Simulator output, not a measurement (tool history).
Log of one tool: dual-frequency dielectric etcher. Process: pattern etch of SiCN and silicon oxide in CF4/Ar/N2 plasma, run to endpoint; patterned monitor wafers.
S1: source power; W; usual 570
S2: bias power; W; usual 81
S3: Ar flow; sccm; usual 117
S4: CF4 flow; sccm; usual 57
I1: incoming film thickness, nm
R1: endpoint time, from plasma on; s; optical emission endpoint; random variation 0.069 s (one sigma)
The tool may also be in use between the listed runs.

Run 1, hour 0: usual settings but S1 510 W; I1 13.18. Result: R1 14.8 s.
At hour 32.7: upper electrode replaced, of another model than before.
Run 2, hour 35.8: usual settings but S1 600 W; I1 13.25. Result: R1 12.6 s.
Run 3, hour 52: usual settings but S3 107 sccm; I1 13.15. Result: R1 12.7 s.
Run 4, hour 85.8: usual settings; I1 13.17. Result: R1 12.9 s.
Run 5, hour 104.6: usual settings; I1 13.24. Result: R1 12.8 s.
Run 6, hour 122.1: usual settings; I1 13.2. Result: R1 12.9 s.
Run 7, hour 154.7: usual settings; I1 13.3. Result: R1 13 s.
At hour 174.8: source power generator calibrated.
Run 8, hour 175.3: usual settings but S1 480 W, S3 110 sccm, S4 63 sccm; I1 13.22. Result: R1 13.9 s.
Run 9, hour 188.1: usual settings but S1 610 W, S2 95 W, S4 64 sccm; I1 13.27. Result: R1 11.8 s.
Run 10, hour 208.1: usual settings but S1 610 W, S2 89 W, S3 142 sccm, S4 70 sccm; I1 13.15. Result: R1 12 s.
Run 11, hour 221.6: usual settings but S1 470 W; I1 13.12. Result: R1 14.2 s.
At hour 252.3: wet clean of the chamber.
Run 12, hour 254.9: usual settings; I1 13.24. Result: R1 13.2 s.
At hour 261.3: bias power generator calibrated.
At hour 266.2: Ar flow controller replaced.
Run 13, hour 282.4: usual settings but S1 450 W, S2 88 W, S3 140 sccm; I1 13.3. Result: R1 15.3 s.
Run 14, hour 316.5: usual settings but S2 95 W; I1 13.22. Result: R1 12.6 s.
Run 15, hour 340.8: usual settings but S1 480 W, S2 70 W, S3 133 sccm, S4 52 sccm; I1 13.3. Result: R1 15.6 s.
At hour 351.5: CF4 flow controller replaced.
Run 16, hour 368.7: usual settings but S1 700 W, S3 89 sccm; I1 13.09. Result: R1 11 s.
Run 17, hour 404.5: usual settings but S1 480 W, S3 104 sccm, S4 63 sccm; I1 13.17. Result: R1 13.9 s.
Run 18, hour 427.1: usual settings; I1 13.17. Result: R1 12.8 s.
Run 19, hour 453.2: usual settings; I1 13.17. Result: R1 12.9 s.
Run 20, hour 468.4: usual settings; I1 13.1. Result: R1 12.8 s.
Run 21, hour 501.5: usual settings but S4 66 sccm; I1 13.06. Result: R1 12.5 s.
Run 22, hour 523: usual settings; I1 13.07. Result: R1 12.6 s.
Run 23, hour 538.4: usual settings but S1 670 W, S2 70 W; I1 13.25. Result: R1 11.8 s.
At hour 593.5: wet clean of the chamber.
Run 24, hour 594: usual settings but S2 94 W, S4 64 sccm; I1 13.36. Result: R1 12.8 s.

4 ways to go on from here, each from the tool as it stands after run 24. What would each give?
Run A, hour 594.4: usual settings but S1 530 W; I1 13.23. Result: R1 ?.
Run B, hour 594.4: usual settings but S1 480 W, S2 74 W, S4 51 sccm; I1 13.23. Result: R1 ?.
Run C, hour 594.4: usual settings but S1 510 W, S3 145 sccm; I1 13.23. Result: R1 ?.
Run D, hour 594.4: usual settings but S1 660 W, S2 87 W, S3 133 sccm, S4 66 sccm; I1 13.23. Result: R1 ?.

run    R1
  A  13.9
  B  15.2
  C  14.6
  D  11.9
Without the tool's hidden state the same runs would have given:
run    R1
  A  13.9
  B  15.2
  C  14.6
  D  11.9

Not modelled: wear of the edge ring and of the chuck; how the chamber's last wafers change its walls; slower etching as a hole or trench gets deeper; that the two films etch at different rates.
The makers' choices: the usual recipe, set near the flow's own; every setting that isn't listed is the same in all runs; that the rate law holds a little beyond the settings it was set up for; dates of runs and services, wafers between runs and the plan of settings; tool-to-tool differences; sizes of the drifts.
